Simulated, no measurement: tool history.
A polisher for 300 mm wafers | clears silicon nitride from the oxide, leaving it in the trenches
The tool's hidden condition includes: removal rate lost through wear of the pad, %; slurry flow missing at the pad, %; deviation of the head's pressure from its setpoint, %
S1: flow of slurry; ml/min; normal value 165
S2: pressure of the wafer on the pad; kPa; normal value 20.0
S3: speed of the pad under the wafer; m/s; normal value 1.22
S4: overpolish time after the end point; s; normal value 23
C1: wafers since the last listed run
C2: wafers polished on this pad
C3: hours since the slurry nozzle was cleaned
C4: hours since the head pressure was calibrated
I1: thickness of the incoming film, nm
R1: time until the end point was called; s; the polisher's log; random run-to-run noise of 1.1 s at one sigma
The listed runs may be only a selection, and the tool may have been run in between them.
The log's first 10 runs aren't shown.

Run 11, day 5.417: usual settings but S3 1.50 m/s; C1 161; C2 983; C3 507.3; C4 761.6; I1 89.8. Result: R1 67.0 s.
At day 5.633: worn pad replaced by a new one.
Run 12, day 6.038: usual settings; C1 112; C2 100; C3 522.2; C4 776.5; I1 90.4. Result: R1 69.5 s.
Run 13, day 6.404: usual settings; C1 91; C2 191; C3 531.0; C4 785.3; I1 88.1. Result: R1 70.3 s.
Run 14, day 7.033: usual settings; C1 156; C2 348; C3 546.1; C4 800.4; I1 90.5. Result: R1 71.5 s.
Run 15, day 8.200: usual settings; C1 289; C2 637; C3 574.1; C4 828.4; I1 88.8. Result: R1 71.5 s.
At day 8.562: slurry nozzle cleaned.
Run 16, day 8.754: usual settings; C1 127; C2 765; C3 4.6; C4 841.7; I1 89.9. Result: R1 74.2 s.
Run 17, day 9.104: usual settings; C1 86; C2 852; C3 13.0; C4 850.1; I1 89.8. Result: R1 74.9 s.
Run 18, day 9.483: usual settings but S3 1.54 m/s; C1 94; C2 946; C3 22.1; C4 859.2; I1 90.9. Result: R1 65.1 s.

Run 19 comes next. What will it give?
Run 19, day 10.046: usual settings; C1 139; C2 1086; C3 35.6; C4 872.7; I1 88.7. Result: R1 ?.

{"run 19": {"R1": 74.6}}
The same run, on a tool lacking any hidden state, would have yielded R1 65.3 s.

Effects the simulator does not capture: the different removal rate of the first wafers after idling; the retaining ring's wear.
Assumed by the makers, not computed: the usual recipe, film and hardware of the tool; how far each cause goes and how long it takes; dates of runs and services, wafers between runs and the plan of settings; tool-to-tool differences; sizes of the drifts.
